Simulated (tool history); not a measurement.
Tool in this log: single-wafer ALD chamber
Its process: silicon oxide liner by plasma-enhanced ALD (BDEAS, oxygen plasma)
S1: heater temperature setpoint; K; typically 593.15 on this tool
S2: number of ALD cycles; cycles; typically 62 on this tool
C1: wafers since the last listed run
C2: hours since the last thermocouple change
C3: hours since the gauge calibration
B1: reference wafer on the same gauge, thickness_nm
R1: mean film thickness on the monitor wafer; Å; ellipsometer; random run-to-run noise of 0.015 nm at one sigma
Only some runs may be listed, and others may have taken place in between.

| run | hour | S1 | S2 | C1 | C2 | C3 | B1 | R1 |
|---|---|---|---|---|---|---|---|---|
| 1 | 0 | 593.15 | 62 | 0 | 909.2 | 304.3 | 6.147 | 58.98 |
| 2 | 14.9 | 593.15 | 62 | 57 | 924.1 | 319.2 | 6.148 | 58.97 |
| 3 | 25.9 | 593.15 | 62 | 42 | 935.1 | 330.2 | 6.158 | 59.02 |
| 4 | 36 | 593.15 | 62 | 39 | 945.2 | 340.3 | 6.156 | 58.73 |
| 5 | 46.7 | 593.15 | 62 | 41 | 955.9 | 351 | 6.16 | 58.95 |
| 6 | 75.5 | 593.15 | 62 | 111 | 984.7 | 379.8 | 6.161 | 59.37 |
| 7 | 87.8 | 589.15 | 52 | 47 | 997 | 392.1 | 6.172 | 49.82 |
| 8 | 112 | 589.15 | 52 | 93 | 1021.2 | 416.3 | 6.172 | 50.15 |
| 9 | 120.1 | 589.15 | 52 | 31 | 1029.3 | 424.4 | 6.17 | 50.08 |
| 10 | 129.4 | 593.15 | 62 | 35 | 1038.6 | 433.7 | 6.172 | 59.18 |
| 11 | 168.6 | 593.15 | 62 | 151 | 1077.8 | 472.9 | 6.175 | 59.35 |
| 12 | 178.7 | 593.15 | 62 | 39 | 1087.9 | 483 | 6.188 | 59.1 |
| 13 | 192.8 | 593.15 | 62 | 54 | 1102 | 497.1 | 6.184 | 59.64 |
| 14 | 211.4 | 593.15 | 62 | 71 | 1120.6 | 515.7 | 6.189 | 59.32 |
| 15 | 218.4 | 593.15 | 62 | 27 | 1127.6 | 522.7 | 6.18 | 59.27 |
| 16 | 231.9 | 593.15 | 62 | 52 | 1141.1 | 536.2 | 6.192 | 59.23 |
|  | 242.4 | thermocouple changed; heater temperature recalibrated |
| 17 | 246 | 593.15 | 71 | 23 | 3.6 | 550.3 | 6.191 | 68.04 |
| 18 | 254.5 | 593.15 | 71 | 32 | 12.1 | 558.8 | 6.197 | 67.88 |
| 19 | 268.4 | 593.15 | 62 | 53 | 26 | 572.7 | 6.197 | 59.48 |
| 20 | 278.7 | 593.15 | 62 | 39 | 36.3 | 583 | 6.202 | 59.2 |
| 21 | 294 | 593.15 | 62 | 59 | 51.6 | 598.3 | 6.201 | 59.47 |
| 22 | 309.3 | 587.15 | 54 | 59 | 66.9 | 613.6 | 6.201 | 52.09 |
| 23 | 318.9 | 593.15 | 62 | 37 | 76.5 | 623.2 | 6.209 | 59.42 |
|  | 331 | gauge calibrated |
| 24 | 332.4 | 606.15 | 54 | 52 | 90 | 1.4 | 6.121 | 49.99 |
| 25 | 378.6 | 593.15 | 62 | 178 | 136.2 | 47.6 | 6.134 | 58.54 |
| 26 | 390 | 579.15 | 50 | 44 | 147.6 | 59 | 6.137 | 48.5 |
| 27 | 399.7 | 607.15 | 57 | 37 | 157.3 | 68.7 | 6.125 | 52.7 |
| 28 | 412.3 | 602.15 | 72 | 48 | 169.9 | 81.3 | 6.127 | 67.31 |
| 29 | 425.4 | 602.15 | 59 | 50 | 183 | 94.4 | 6.138 | 54.94 |
| 30 | 433.2 | 582.15 | 51 | 30 | 190.8 | 102.2 | 6.136 | 49.42 |
| 31 | 448.5 | 583.15 | 66 | 59 | 206.1 | 117.5 | 6.135 | 63.49 |
| 32 | 463.9 | 605.15 | 71 | 59 | 221.5 | 132.9 | 6.137 | 66.33 |
| 33 | 474.7 | 600.15 | 53 | 41 | 232.3 | 143.7 | 6.134 | 49.9 |
| 34 | 487 | 597.15 | 55 | 47 | 244.6 | 156 | 6.141 | 51.98 |
| 35 | 495.9 | 593.15 | 62 | 34 | 253.5 | 164.9 | 6.15 | 59 |
| 36 | 504.5 | 593.15 | 62 | 33 | 262.1 | 173.5 | 6.146 | 59.26 |
| 37 | 517.5 | 579.15 | 56 | 50 | 275.1 | 186.5 | 6.149 | 54.69 |
| 38 | 526.6 | 589.15 | 62 | 35 | 284.2 | 195.6 | 6.152 | 59.21 |
| 39 | 539.4 | 600.15 | 70 | 49 | 297 | 208.4 | 6.148 | 65.92 |

For each entry between runs, how does the tool's hidden state at the last listed run before it compare with that at the first listed run after it?
In the gap between runs 16 and 17: thermocouple changed; heater temperature recalibrated (hour 242.4)
  gauge reads high (%): 1.29 -> 1.33
  difference, measured minus the result without the unlogged condition, R1: +0.76 -> +0.9 Å
In the gap between runs 23 and 24: gauge calibrated (hour 331)
  gauge reads high (%): 1.53 -> 0.134
  difference, measured minus the result without the unlogged condition, R1: +0.89 -> +0.07 Å
